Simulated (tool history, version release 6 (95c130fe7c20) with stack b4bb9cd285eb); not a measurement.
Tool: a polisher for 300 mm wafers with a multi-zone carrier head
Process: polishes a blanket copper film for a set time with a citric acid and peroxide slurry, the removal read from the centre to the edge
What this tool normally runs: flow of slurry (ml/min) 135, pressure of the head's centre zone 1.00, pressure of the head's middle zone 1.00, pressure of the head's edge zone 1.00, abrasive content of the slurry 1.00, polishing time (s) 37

run	hour	flow of slurry (ml/min)	pressure of the head's centre zone	pressure of the head's middle zone	pressure of the head's edge zone	abrasive content of the slurry	polishing time (s)	wafers since the last listed run	wafers polished on this pad	hours since the slurry nozzle was cleaned	hours since the centre zone pressure was calibrated	hours since the edge zone pressure was calibrated	hours since the carrier head's membrane was replaced	incoming thickness of the incoming film, nm	film removed at the wafer's centre (angstrom)	film removed at mid-radius (angstrom)	film removed at the wafer's edge (angstrom)
1	0.0	135	1.00	1.08	0.95	1.00	37	0	1568	297.7	122.2	320.1	126.1	571.3	503	564	482
2	66.7	135	1.00	1.08	0.95	1.00	37	523	2091	364.4	188.9	386.8	192.8	569.8	498	553	475
3	120.3	135	1.00	1.08	0.95	1.00	37	420	2512	418.0	242.5	440.4	246.4	561.2	495	553	472
4	214.9	135	1.00	1.03	1.00	1.00	37	742	3254	512.6	337.1	535.0	341.0	581.2	484	512	475
# hour 262.9: slurry nozzle cleaned
5	281.3	135	0.89	1.00	1.00	0.80	28	513	3767	18.4	403.5	601.4	407.4	572.2	260	339	330
# hour 360.6: centre zone pressure recalibrated
# hour 366.3: worn pad replaced by a new one
6	368.7	135	1.00	1.00	1.00	1.00	37	638	19	105.8	8.1	688.8	494.8	565.1	518	528	503
7	472.7	135	1.00	1.00	1.00	1.25	37	815	835	209.8	112.1	792.8	598.8	576.3	558	560	544
8	546.9	175	1.00	0.93	0.88	1.00	37	582	1417	284.0	186.3	867.0	673.0	566.3	528	505	477
# hour 611.7: edge zone pressure recalibrated
9	614.1	135	1.00	1.00	1.00	1.00	37	511	1928	351.2	253.5	2.4	740.2	564.1	508	512	494
10	653.7	135	0.90	1.00	1.00	1.00	37	310	2239	390.8	293.1	42.0	779.8	559.2	399	500	493
11	704.9	135	1.00	1.00	1.00	1.25	37	401	2641	442.0	344.3	93.2	831.0	565.1	535	550	525
# hour 722.3: slurry nozzle cleaned
12	744.3	135	1.04	1.00	1.00	1.00	37	301	2942	22.0	383.7	132.6	870.4	563.5	532	508	483
# hour 815.3: carrier head's membrane replaced by a new one
13	815.7	135	1.00	0.96	1.00	1.00	37	520	3463	93.4	455.1	204.0	0.4	580.3	472	464	470
# hour 836.0: worn pad replaced by a new one
# hour 894.1: centre zone pressure recalibrated
14	913.8	135	1.00	1.00	1.06	1.00	32	722	594	191.5	19.7	302.1	98.5	576.2	454	457	445
15	996.2	135	1.00	1.00	1.00	1.00	37	646	1241	273.9	102.1	384.5	180.9	568.6	514	530	505
16	1051.9	135	1.00	1.00	1.00	1.00	37	437	1678	329.6	157.8	440.2	236.6	565.2	516	506	502
17	1128.8	135	1.00	1.00	1.00	1.00	47	603	2281	406.5	234.7	517.1	313.5	575.6	649	660	631
# hour 1175.0: slurry nozzle cleaned
18	1198.3	135	1.00	1.00	0.97	0.85	29	537	2819	23.3	304.2	586.6	383.0	567.0	356	371	357
19	1302.8	135	1.00	0.96	1.00	1.00	37	819	3639	127.8	408.7	691.1	487.5	573.4	489	468	477
# hour 1345.1: worn pad replaced by a new one
20	1370.4	135	1.00	1.00	1.00	1.00	37	499	198	195.4	476.3	758.7	555.1	576.5	498	517	504

Each row is a separate what-if for the run after 20, all from the same tool condition, not one after another. Results?
A	1370.8	135	1.00	1.00	1.00	1.00	37	3	201	195.8	476.7	759.1	555.5	575.4	?	?	?
B	1370.8	135	1.00	1.00	1.00	0.75	37	3	201	195.8	476.7	759.1	555.5	575.4	?	?	?
C	1370.8	150	1.00	1.00	1.00	1.00	37	3	201	195.8	476.7	759.1	555.5	575.4	?	?	?
D	1370.8	135	1.11	0.94	1.00	0.85	44	3	201	195.8	476.7	759.1	555.5	575.4	?	?	?
E	1370.8	135	1.00	1.00	1.00	1.15	47	3	201	195.8	476.7	759.1	555.5	575.4	?	?	?

run	film removed at the wafer's centre (angstrom)	film removed at mid-radius (angstrom)	film removed at the wafer's edge (angstrom)
A	508	519	508
B	454	464	453
C	517	527	513
D	677	541	568
E	678	693	677
With the hidden condition removed and each run's random variation left untouched, the same runs would have given:
run	film removed at the wafer's centre (angstrom)	film removed at mid-radius (angstrom)	film removed at the wafer's edge (angstrom)
A	515	527	515
B	460	470	460
C	524	535	520
D	687	548	576
E	687	703	687
